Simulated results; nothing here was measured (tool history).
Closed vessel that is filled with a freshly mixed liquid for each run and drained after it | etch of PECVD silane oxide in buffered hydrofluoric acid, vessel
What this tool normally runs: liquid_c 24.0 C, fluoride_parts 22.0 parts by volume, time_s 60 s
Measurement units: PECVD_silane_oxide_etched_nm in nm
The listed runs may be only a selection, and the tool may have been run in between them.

run,hour,liquid_c,fluoride_parts,time_s,wafers since the last listed run,hours since the thermometer was replaced,hours since the hydrofluoric acid flow meter was replaced,hours since the gauge calibration,"read-back film thickness of the PECVD silane oxide reference wafer, read on the same gauge (nm)",PECVD_silane_oxide_etched_nm
1,0.0,24.0,22.0,60,0,2811.0,512.0,418.1,79.99,67.38
2,15.3,24.0,22.0,60,1965,2826.3,527.3,433.4,79.99,67.33
3,35.6,24.0,22.0,45,2607,2846.6,547.6,453.7,80.00,50.27
4,62.5,24.0,22.0,45,3455,2873.5,574.5,480.6,80.01,50.00
5,78.8,20.0,22.0,60,2093,2889.8,590.8,496.9,79.97,54.34
6,103.2,24.0,22.0,60,3133,2914.2,615.2,521.3,79.99,67.67
7,134.2,24.0,22.0,60,3981,2945.2,646.2,552.3,79.98,67.67
8,162.4,24.0,22.0,60,3621,2973.4,674.4,580.5,79.99,68.27
9,181.6,24.0,22.0,70,2466,2992.6,693.6,599.7,80.01,78.23
10,204.1,24.0,22.0,70,2889,3015.1,716.1,622.2,79.99,79.77
11,219.6,24.0,22.0,60,1990,3030.6,731.6,637.7,79.98,68.51
12,247.6,24.0,22.0,60,3596,3058.6,759.6,665.7,80.01,68.00
13,270.8,24.0,22.0,60,2979,3081.8,782.8,688.9,80.01,67.14
# hour 294.4: gauge calibrated
14,303.0,20.5,22.0,60,4135,3114.0,815.0,8.6,79.99,57.21
15,324.1,20.5,22.0,60,2710,3135.1,836.1,29.7,79.99,56.50
16,340.4,24.0,22.0,45,2093,3151.4,852.4,46.0,80.01,51.00
17,405.4,24.0,22.0,60,8348,3216.4,917.4,111.0,80.01,68.78
# hour 410.5: thermometer replaced
18,432.7,22.5,29.0,70,3377,22.2,944.7,138.3,80.01,52.87
19,516.8,24.0,22.0,60,10801,106.3,1028.8,222.4,79.99,58.30
20,537.5,22.5,22.0,70,2658,127.0,1049.5,243.1,80.00,63.06
# hour 552.6: hydrofluoric acid flow meter replaced
21,555.1,22.5,26.0,35,2132,144.6,2.5,260.7,80.00,27.88
22,570.9,19.5,22.0,60,2029,160.4,18.3,276.5,80.01,46.47
23,596.3,20.5,22.0,60,3262,185.8,43.7,301.9,80.01,48.68
24,617.1,27.0,22.0,60,2671,206.6,64.5,322.7,79.99,69.77
25,637.5,21.0,17.5,30,2620,227.0,84.9,343.1,80.02,30.70
26,668.1,28.5,27.5,75,3930,257.6,115.5,373.7,80.00,80.48
27,685.1,21.0,22.0,60,2183,274.6,132.5,390.7,79.99,50.14
28,699.5,19.5,22.0,85,1849,289.0,146.9,405.1,79.99,65.94
29,718.2,27.5,14.0,75,2401,307.7,165.6,423.8,80.00,138.61
30,732.5,24.0,22.0,60,1836,322.0,179.9,438.1,80.00,60.38
31,753.9,24.0,14.0,60,2748,343.4,201.3,459.5,80.01,89.85

Take each entry between the runs: how does the hidden state at the last listed run before it differ from the hidden state at the first listed run after it?
Between runs 13 and 14: gauge calibrated (hour 294.4)
  liquid hotter than its thermometer reads (K): 2.73 -> 2.76
  measured less the result without the state, PECVD_silane_oxide_etched_nm: +9.25 -> +8.13 nm
Between runs 17 and 18: thermometer replaced (hour 410.5)
  liquid hotter than its thermometer reads (K): 2.85 -> 0.0913
  measured less the result without the state, PECVD_silane_oxide_etched_nm: +9.86 -> +0.27 nm
Between runs 20 and 21: hydrofluoric acid flow meter replaced (hour 552.6)
  liquid hotter than its thermometer reads (K): 0.184 -> 0.2
  measured less the result without the state, PECVD_silane_oxide_etched_nm: +0.63 -> +0.31 nm

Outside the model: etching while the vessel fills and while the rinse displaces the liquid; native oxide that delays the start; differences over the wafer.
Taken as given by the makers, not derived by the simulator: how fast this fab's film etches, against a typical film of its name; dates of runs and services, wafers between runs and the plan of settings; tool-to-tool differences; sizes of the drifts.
